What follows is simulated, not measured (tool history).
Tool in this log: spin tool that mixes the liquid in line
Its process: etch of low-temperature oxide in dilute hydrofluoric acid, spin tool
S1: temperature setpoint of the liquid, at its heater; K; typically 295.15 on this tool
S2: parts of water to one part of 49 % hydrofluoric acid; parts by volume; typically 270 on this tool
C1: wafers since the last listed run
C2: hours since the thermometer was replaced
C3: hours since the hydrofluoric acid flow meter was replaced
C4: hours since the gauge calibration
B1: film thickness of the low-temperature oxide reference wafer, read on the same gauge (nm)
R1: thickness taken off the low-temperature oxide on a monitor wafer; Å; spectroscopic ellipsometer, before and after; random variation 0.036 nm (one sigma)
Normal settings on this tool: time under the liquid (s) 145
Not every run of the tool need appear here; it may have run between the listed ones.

Run 1, hour 0: usual settings but S1 298.65 K; C1 0; C2 1338.1; C3 1448.4; C4 425.7; B1 89.99. Result: R1 49.17 Å.
Run 2, hour 53.2: usual settings; C1 322; C2 1391.3; C3 1501.6; C4 478.9; B1 90.008. Result: R1 43.43 Å.
Run 3, hour 153.7: usual settings; C1 608; C2 1491.8; C3 1602.1; C4 579.4; B1 89.998. Result: R1 43.48 Å.
At hour 233.3: hydrofluoric acid flow meter replaced.
Run 4, hour 240.7: usual settings; C1 521; C2 1578.8; C3 7.4; C4 666.4; B1 89.994. Result: R1 46.14 Å.
Run 5, hour 335.3: usual settings; C1 573; C2 1673.4; C3 102; C4 761; B1 90.025. Result: R1 45.45 Å.
Run 6, hour 422.4: usual settings; C1 527; C2 1760.5; C3 189.1; C4 848.1; B1 90.002. Result: R1 44.87 Å.
Run 7, hour 496: usual settings but S1 298.65 K, S2 185 parts by volume; C1 445; C2 1834.1; C3 262.7; C4 921.7; B1 89.997. Result: R1 82.28 Å.
Run 8, hour 561: usual settings but S1 298.65 K, S2 185 parts by volume; C1 393; C2 1899.1; C3 327.7; C4 986.7; B1 90.004. Result: R1 81.78 Å.
Run 9, hour 599.7: usual settings but time under the liquid (s) 100; C1 234; C2 1937.8; C3 366.4; C4 1025.4; B1 89.99. Result: R1 31.27 Å.
Run 10, hour 671.7: usual settings but time under the liquid (s) 100; C1 436; C2 2009.8; C3 438.4; C4 1097.4; B1 90.005. Result: R1 30.89 Å.
Run 11, hour 722.4: usual settings but time under the liquid (s) 100; C1 307; C2 2060.5; C3 489.1; C4 1148.1; B1 90.009. Result: R1 31.29 Å.
Run 12, hour 776.3: usual settings but S2 375 parts by volume, time under the liquid (s) 85; C1 326; C2 2114.4; C3 543; C4 1202; B1 89.99. Result: R1 17.35 Å.
Run 13, hour 835.9: usual settings; C1 361; C2 2174; C3 602.6; C4 1261.6; B1 90.025. Result: R1 44.38 Å.
Run 14, hour 903.7: usual settings but S1 292.15 K, time under the liquid (s) 105; C1 410; C2 2241.8; C3 670.4; C4 1329.4; B1 89.99. Result: R1 28.9 Å.
Run 15, hour 940.5: usual settings but S1 293.65 K, S2 135 parts by volume; C1 222; C2 2278.6; C3 707.2; C4 1366.2; B1 89.991. Result: R1 95.03 Å.
At hour 1029.9: thermometer replaced.
Run 16, hour 1032.8: usual settings but S1 298.65 K, S2 185 parts by volume; C1 553; C2 2.9; C3 799.5; C4 1458.5; B1 90.027. Result: R1 81.61 Å.
Run 17, hour 1076.2: usual settings but time under the liquid (s) 80; C1 262; C2 46.3; C3 842.9; C4 1501.9; B1 89.997. Result: R1 25.12 Å.
Run 18, hour 1141: usual settings but S2 315 parts by volume, time under the liquid (s) 165; C1 392; C2 111.1; C3 907.7; C4 1566.7; B1 90.018. Result: R1 41.92 Å.
Run 19, hour 1380.3: usual settings but S1 296.65 K, S2 305 parts by volume, time under the liquid (s) 165; C1 1450; C2 350.4; C3 1147; C4 1806; B1 89.997. Result: R1 46.25 Å.
Run 20, hour 1472.6: usual settings but S2 170 parts by volume, time under the liquid (s) 95; C1 559; C2 442.7; C3 1239.3; C4 1898.3; B1 90.01. Result: R1 51.09 Å.
At hour 1562.2: gauge calibrated.
Run 21, hour 1568.3: usual settings but S1 296.65 K, time under the liquid (s) 200; C1 579; C2 538.4; C3 1335; C4 6.1; B1 90.005. Result: R1 63.84 Å.
At hour 1575.1: hydrofluoric acid flow meter replaced.
Run 22, hour 1645.8: usual settings but S1 291.15 K, S2 170 parts by volume, time under the liquid (s) 195; C1 463; C2 615.9; C3 70.7; C4 83.6; B1 89.997. Result: R1 94.07 Å.
Run 23, hour 1742.3: usual settings; C1 584; C2 712.4; C3 167.2; C4 180.1; B1 90.008. Result: R1 46.2 Å.
Run 24, hour 1783.8: usual settings but S1 299.15 K, S2 185 parts by volume, time under the liquid (s) 230; C1 251; C2 753.9; C3 208.7; C4 221.6; B1 89.989. Result: R1 134.7 Å.
Run 25, hour 1884.8: usual settings but S1 297.65 K; C1 612; C2 854.9; C3 309.7; C4 322.6; B1 89.975. Result: R1 49.39 Å.
Run 26, hour 1971.5: usual settings but time under the liquid (s) 100; C1 525; C2 941.6; C3 396.4; C4 409.3; B1 90.004. Result: R1 31.24 Å.
Run 27, hour 2028.6: usual settings; C1 345; C2 998.7; C3 453.5; C4 466.4; B1 90.005. Result: R1 46.06 Å.
Run 28, hour 2085.2: usual settings; C1 342; C2 1055.3; C3 510.1; C4 523; B1 89.989. Result: R1 45.68 Å.
Run 29, hour 2188.3: usual settings but S1 297.65 K, S2 175 parts by volume, time under the liquid (s) 105; C1 624; C2 1158.4; C3 613.2; C4 626.1; B1 89.979. Result: R1 62.06 Å.
Run 30, hour 2239.5: usual settings but S2 165 parts by volume, time under the liquid (s) 105; C1 310; C2 1209.6; C3 664.4; C4 677.3; B1 90.012. Result: R1 60.38 Å.
Run 31, hour 2300: usual settings but S1 299.65 K, S2 310 parts by volume; C1 366; C2 1270.1; C3 724.9; C4 737.8; B1 89.986. Result: R1 44.18 Å.
Run 32, hour 2345.9: usual settings; C1 278; C2 1316; C3 770.8; C4 783.7; B1 90.01. Result: R1 45.19 Å.

What differs in the tool's unlogged condition from the final listed run ahead of each entry between runs to the first listed run following it?
Run 3 -> run 4: hydrofluoric acid flow meter replaced (hour 233.3)
  liquid colder than its thermometer reads (K): 0.541 -> 0.571; hydrofluoric acid flow below the setpoint (%): 5.23 -> 0.423
  difference, measured minus the result without the unlogged condition, R1: -3.97 -> -1.21 Å
Run 15 -> run 16: thermometer replaced (hour 1029.9)
  liquid colder than its thermometer reads (K): 0.81 -> 0.0126; hydrofluoric acid flow below the setpoint (%): 2.35 -> 2.61
  difference, measured minus the result without the unlogged condition, R1: -5.85 -> -2.68 Å
Run 20 -> run 21: gauge calibrated (hour 1562.2)
  liquid colder than its thermometer reads (K): 0.163 -> 0.196; hydrofluoric acid flow below the setpoint (%): 3.82 -> 4.09
  difference, measured minus the result without the unlogged condition, R1: -2.74 -> -3.95 Å
Run 21 -> run 22: hydrofluoric acid flow meter replaced (hour 1575.1)
  liquid colder than its thermometer reads (K): 0.196 -> 0.223; hydrofluoric acid flow below the setpoint (%): 4.09 -> 0.279
  difference, measured minus the result without the unlogged condition, R1: -3.95 -> -1.14 Å
